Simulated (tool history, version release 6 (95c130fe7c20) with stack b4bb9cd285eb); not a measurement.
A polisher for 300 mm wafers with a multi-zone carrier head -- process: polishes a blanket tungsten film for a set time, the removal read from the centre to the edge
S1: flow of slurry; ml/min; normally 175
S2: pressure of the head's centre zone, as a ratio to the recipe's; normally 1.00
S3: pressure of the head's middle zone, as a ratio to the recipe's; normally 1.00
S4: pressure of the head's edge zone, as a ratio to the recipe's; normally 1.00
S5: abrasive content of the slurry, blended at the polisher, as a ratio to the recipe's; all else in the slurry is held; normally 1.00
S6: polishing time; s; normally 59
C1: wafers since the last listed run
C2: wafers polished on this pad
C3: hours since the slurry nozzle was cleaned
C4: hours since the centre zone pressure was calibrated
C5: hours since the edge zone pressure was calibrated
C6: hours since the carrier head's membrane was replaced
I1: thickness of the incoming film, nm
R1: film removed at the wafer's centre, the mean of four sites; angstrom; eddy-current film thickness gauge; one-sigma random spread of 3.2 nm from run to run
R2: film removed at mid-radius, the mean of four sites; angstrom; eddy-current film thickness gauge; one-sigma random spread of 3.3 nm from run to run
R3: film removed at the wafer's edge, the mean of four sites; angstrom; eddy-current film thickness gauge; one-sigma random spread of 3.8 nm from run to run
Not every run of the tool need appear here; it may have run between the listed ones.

Run 1, hour 0.0: usual settings but S2 0.90, S3 0.96, S4 0.93; C1 0; C2 766; C3 525.7; C4 418.6; C5 22.7; C6 1160.0; I1 932.5. Result: R1 3181 angstrom, R2 3528 angstrom, R3 3554 angstrom.
At hour 7.6: centre zone pressure recalibrated.
Run 2, hour 10.0: usual settings but S4 0.90, S5 0.85; C1 68; C2 834; C3 535.7; C4 2.4; C5 32.7; C6 1170.0; I1 947.3. Result: R1 3479 angstrom, R2 3461 angstrom, R3 3379 angstrom.
At hour 16.8: worn pad replaced by a new one.
Run 3, hour 23.4: usual settings but S4 1.10, S5 1.15; C1 79; C2 55; C3 549.1; C4 15.8; C5 46.1; C6 1183.4; I1 925.4. Result: R1 3750 angstrom, R2 3789 angstrom, R3 4015 angstrom.
At hour 37.6: slurry nozzle cleaned.
Run 4, hour 37.9: usual settings but S4 0.89; C1 114; C2 170; C3 0.3; C4 30.3; C5 60.6; C6 1197.9; I1 928.0. Result: R1 3759 angstrom, R2 3795 angstrom, R3 3626 angstrom.
Run 5, hour 53.3: usual settings; C1 131; C2 301; C3 15.7; C4 45.7; C5 76.0; C6 1213.3; I1 939.6. Result: R1 3717 angstrom, R2 3743 angstrom, R3 3727 angstrom.
Run 6, hour 64.6: usual settings but S5 1.20; C1 96; C2 397; C3 27.0; C4 57.0; C5 87.3; C6 1224.6; I1 946.7. Result: R1 3888 angstrom, R2 3933 angstrom, R3 3985 angstrom.
Run 7, hour 82.5: usual settings; C1 152; C2 550; C3 44.9; C4 74.9; C5 105.2; C6 1242.5; I1 930.1. Result: R1 3749 angstrom, R2 3745 angstrom, R3 3806 angstrom.
Run 8, hour 93.9: usual settings; C1 96; C2 647; C3 56.3; C4 86.3; C5 116.6; C6 1253.9; I1 927.6. Result: R1 3735 angstrom, R2 3725 angstrom, R3 3721 angstrom.
Run 9, hour 110.9: usual settings but S2 1.04, S3 1.07, S5 1.10; C1 144; C2 791; C3 73.3; C4 103.3; C5 133.6; C6 1270.9; I1 939.6. Result: R1 3941 angstrom, R2 4053 angstrom, R3 3897 angstrom.
Run 10, hour 124.4: usual settings but S4 0.89; C1 114; C2 906; C3 86.8; C4 116.8; C5 147.1; C6 1284.4; I1 919.8. Result: R1 3705 angstrom, R2 3749 angstrom, R3 3598 angstrom.
Run 11, hour 141.5: usual settings but S2 0.88; C1 145; C2 1052; C3 103.9; C4 133.9; C5 164.2; C6 1301.5; I1 932.3. Result: R1 3287 angstrom, R2 3780 angstrom, R3 3740 angstrom.
At hour 149.4: worn pad replaced by a new one.
Run 12, hour 156.8: usual settings but S5 0.85; C1 96; C2 62; C3 119.2; C4 149.2; C5 179.5; C6 1316.8; I1 939.2. Result: R1 3555 angstrom, R2 3632 angstrom, R3 3597 angstrom.
At hour 172.3: carrier head's membrane replaced by a new one.
Run 13, hour 172.8: usual settings; C1 93; C2 156; C3 135.2; C4 165.2; C5 195.5; C6 0.5; I1 925.2. Result: R1 3699 angstrom, R2 3799 angstrom, R3 3748 angstrom.
Run 14, hour 183.4: usual settings; C1 90; C2 246; C3 145.8; C4 175.8; C5 206.1; C6 11.1; I1 915.0. Result: R1 3690 angstrom, R2 3798 angstrom, R3 3722 angstrom.
Run 15, hour 191.0: usual settings but S1 225 ml/min, S3 0.89; C1 64; C2 311; C3 153.4; C4 183.4; C5 213.7; C6 18.7; I1 929.7. Result: R1 3848 angstrom, R2 3511 angstrom, R3 3927 angstrom.
Run 16, hour 208.2: usual settings but S5 1.10; C1 146; C2 457; C3 170.6; C4 200.6; C5 230.9; C6 35.9; I1 931.3. Result: R1 3777 angstrom, R2 3799 angstrom, R3 3806 angstrom.
Run 17, hour 222.7: usual settings; C1 123; C2 581; C3 185.1; C4 215.1; C5 245.4; C6 50.4; I1 941.8. Result: R1 3689 angstrom, R2 3733 angstrom, R3 3692 angstrom.
Run 18, hour 237.7: usual settings; C1 127; C2 708; C3 200.1; C4 230.1; C5 260.4; C6 65.4; I1 930.6. Result: R1 3634 angstrom, R2 3742 angstrom, R3 3737 angstrom.
At hour 248.5: worn pad replaced by a new one.
Run 19, hour 283.9: usual settings but S2 0.95, S4 0.92; C1 359; C2 301; C3 246.3; C4 276.3; C5 306.6; C6 111.6; I1 922.6. Result: R1 3449 angstrom, R2 3733 angstrom, R3 3636 angstrom.
Run 20, hour 299.8: usual settings but S5 1.15; C1 135; C2 436; C3 262.2; C4 292.2; C5 322.5; C6 127.5; I1 928.3. Result: R1 3834 angstrom, R2 3909 angstrom, R3 3766 angstrom.

5 options for the next run, each taken on its own from the tool as it stands now. Forecast them:
Run A, hour 300.2: usual settings but S2 0.94; C1 3; C2 439; C3 262.6; C4 292.6; C5 322.9; C6 127.9; I1 925.1. Result: R1 ?, R2 ?, R3 ?.
Run B, hour 300.2: usual settings but S1 230 ml/min, S3 1.04; C1 3; C2 439; C3 262.6; C4 292.6; C5 322.9; C6 127.9; I1 925.1. Result: R1 ?, R2 ?, R3 ?.
Run C, hour 300.2: usual settings but S2 0.96, S4 0.96; C1 3; C2 439; C3 262.6; C4 292.6; C5 322.9; C6 127.9; I1 925.1. Result: R1 ?, R2 ?, R3 ?.
Run D, hour 300.2: usual settings but S4 1.09, S5 1.15; C1 3; C2 439; C3 262.6; C4 292.6; C5 322.9; C6 127.9; I1 925.1. Result: R1 ?, R2 ?, R3 ?.
Run E, hour 300.2: usual settings but S3 1.09, S4 0.92; C1 3; C2 439; C3 262.6; C4 292.6; C5 322.9; C6 127.9; I1 925.1. Result: R1 ?, R2 ?, R3 ?.

run    R1    R2    R3
  A  3397  3713  3784
  B  3808  4017  3911
  C  3470  3713  3710
  D  3746  3844  4089
  E  3619  3994  3633
Had the tool no hidden state, the same runs would have come out as:
run    R1    R2    R3
  A  3533  3764  3822
  B  3943  4058  3941
  C  3609  3764  3748
  D  3895  3897  4131
  E  3762  4049  3669
